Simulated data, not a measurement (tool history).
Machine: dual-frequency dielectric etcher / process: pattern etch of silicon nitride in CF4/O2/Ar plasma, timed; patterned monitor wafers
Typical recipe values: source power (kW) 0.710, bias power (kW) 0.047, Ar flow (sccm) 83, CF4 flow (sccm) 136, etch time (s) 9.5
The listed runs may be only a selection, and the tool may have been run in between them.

run   hour  source power (kW)  bias power (kW)  Ar flow (sccm)  CF4 flow (sccm)  etch time (s)  read-back reference wafer on the same gauge, depth_nm  mean etch depth across the wafer (angstrom)
  1    0.0              0.710            0.047              75              136            9.5                                                  24.00                                        252.2
  2   23.9              0.880            0.047              91              147           10.5                                                  24.00                                        346.4
  3   59.0              0.710            0.047              75              136            9.5                                                  23.99                                        251.0
  4   83.6              0.710            0.047              83              136            9.5                                                  23.99                                        249.9
     103.4  -- gauge calibrated
  5  118.0              0.710            0.040              71              136            7.5                                                  24.02                                        186.8
     133.1  -- bias power generator calibrated
     154.5  -- source power generator calibrated, repeated, since the last time left the tool worse
  6  155.0              0.710            0.055              63              136            8.5                                                  24.00                                        259.6
  7  180.3              0.710            0.047              83              136            9.5                                                  24.00                                        266.1
     207.2  -- wet clean of the chamber
  8  207.7              0.710            0.047              83              108            9.5                                                  23.98                                        260.0
  9  211.4              0.710            0.047              93              136           12.0                                                  24.00                                        333.7
 10  239.9              0.710            0.047              68              136            7.5                                                  24.01                                        214.0
 11  258.6              0.650            0.047              83              111            9.5                                                  23.98                                        237.2
 12  280.3              0.580            0.042              83              136            9.5                                                  24.00                                        204.3
 13  297.0              0.820            0.047              76              118            9.5                                                  24.00                                        309.1
 14  311.1              0.710            0.047              72              162            8.0                                                  24.01                                        230.9
 15  333.5              0.590            0.047              83              136           10.5                                                  23.99                                        241.5
 16  351.4              0.710            0.047              83              108            9.5                                                  24.00                                        260.0
 17  370.1              0.710            0.047              87              136            8.5                                                  24.01                                        238.4
 18  402.5              0.710            0.047              64              136            8.5                                                  24.01                                        244.3
 19  433.6              0.710            0.043              96              136            6.5                                                  24.00                                        173.7
 20  450.3              0.710            0.041              90              157            7.5                                                  24.01                                        201.7

Had the tool no unlogged condition, and each run kept its random variation, what would the results have been?
What the log doesn't record here: etch rate over this chamber's usual, %; source power that arrives over what is set, %; bias power that arrives over what is set, %; Ar flow that arrives over what is set, %; CF4 flow that arrives over what is set, %; gauge reads high (%).
run  mean etch depth across the wafer (angstrom)
  1                                        270.9
  2                                        372.1
  3                                        269.4
  4                                        268.2
  5                                        200.5
  6                                        260.8
  7                                        267.3
  8                                        261.1
  9                                        335.1
 10                                        214.8
 11                                        238.1
 12                                        205.0
 13                                        310.1
 14                                        231.7
 15                                        242.2
 16                                        260.8
 17                                        239.1
 18                                        245.0
 19                                        174.1
 20                                        202.1

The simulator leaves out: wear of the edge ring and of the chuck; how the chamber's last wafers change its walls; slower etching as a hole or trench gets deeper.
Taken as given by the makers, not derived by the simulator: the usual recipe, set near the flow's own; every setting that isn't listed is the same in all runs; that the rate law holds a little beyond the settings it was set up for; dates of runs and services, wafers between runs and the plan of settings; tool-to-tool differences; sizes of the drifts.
